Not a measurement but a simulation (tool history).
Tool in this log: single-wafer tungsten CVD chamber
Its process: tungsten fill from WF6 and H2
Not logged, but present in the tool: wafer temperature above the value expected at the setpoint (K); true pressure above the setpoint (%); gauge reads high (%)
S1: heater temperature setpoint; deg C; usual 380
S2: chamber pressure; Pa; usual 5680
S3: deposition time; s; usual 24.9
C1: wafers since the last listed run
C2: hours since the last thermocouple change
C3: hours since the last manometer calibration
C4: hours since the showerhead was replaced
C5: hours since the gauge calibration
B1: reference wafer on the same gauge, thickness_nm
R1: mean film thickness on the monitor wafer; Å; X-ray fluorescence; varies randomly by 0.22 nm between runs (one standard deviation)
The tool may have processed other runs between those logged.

run,hour,S1,S2,S3,C1,C2,C3,C4,C5,B1,R1
1,0.0,380,5680,24.9,0,2514.0,1163.0,8630.7,269.2,56.189,656.98
2,16.5,380,5680,24.9,207,2530.5,1179.5,8647.2,285.7,56.107,649.13
3,32.6,380,5680,24.9,202,2546.6,1195.6,8663.3,301.8,56.195,654.36
4,61.9,380,5680,24.9,367,2575.9,1224.9,8692.6,331.1,56.199,653.66
5,79.1,380,5680,24.9,215,2593.1,1242.1,8709.8,348.3,56.235,656.17
6,127.8,380,5680,24.9,611,2641.8,1290.8,8758.5,397.0,56.199,654.57
7,140.7,380,5680,24.9,161,2654.7,1303.7,8771.4,409.9,56.184,656.49
# hour 151.3: gauge calibrated
8,153.7,380,5146,24.9,163,2667.7,1316.7,8784.4,2.4,56.167,639.98
9,164.7,380,5146,24.9,138,2678.7,1327.7,8795.4,13.4,56.152,639.01
10,174.5,380,5680,27.2,123,2688.5,1337.5,8805.2,23.2,56.172,721.39
11,210.9,380,5680,27.2,456,2724.9,1373.9,8841.6,59.6,56.165,727.21
12,228.2,380,5680,24.9,217,2742.2,1391.2,8858.9,76.9,56.275,663.41
13,237.4,380,5680,24.9,115,2751.4,1400.4,8868.1,86.1,56.181,661.20
# hour 253.1: showerhead replaced
14,255.2,380,5680,24.9,123,2769.2,1418.2,2.1,103.9,56.184,664.87
# hour 275.2: capacitance manometer re-zeroed and calibrated
15,303.8,380,5680,24.9,509,2817.8,28.6,50.7,152.5,56.177,664.78
# hour 317.1: thermocouple changed; heater temperature recalibrated
16,321.0,380,5680,24.9,115,3.9,45.8,67.9,169.7,56.136,569.69
17,331.5,392,6119,26.6,131,14.4,56.3,78.4,180.2,56.175,820.54
18,348.6,370,6173,21.5,214,31.5,73.4,95.5,197.3,56.187,398.40

The next listed run, before its measurement:
19,359.2,395,4920,29.8,133,42.1,84.0,106.1,207.9,?,?

{"run 19": {"B1": 56.237, "R1": 921.94}}
Minus the tool's unlogged condition, the same run would have read R1 927.03 Å.
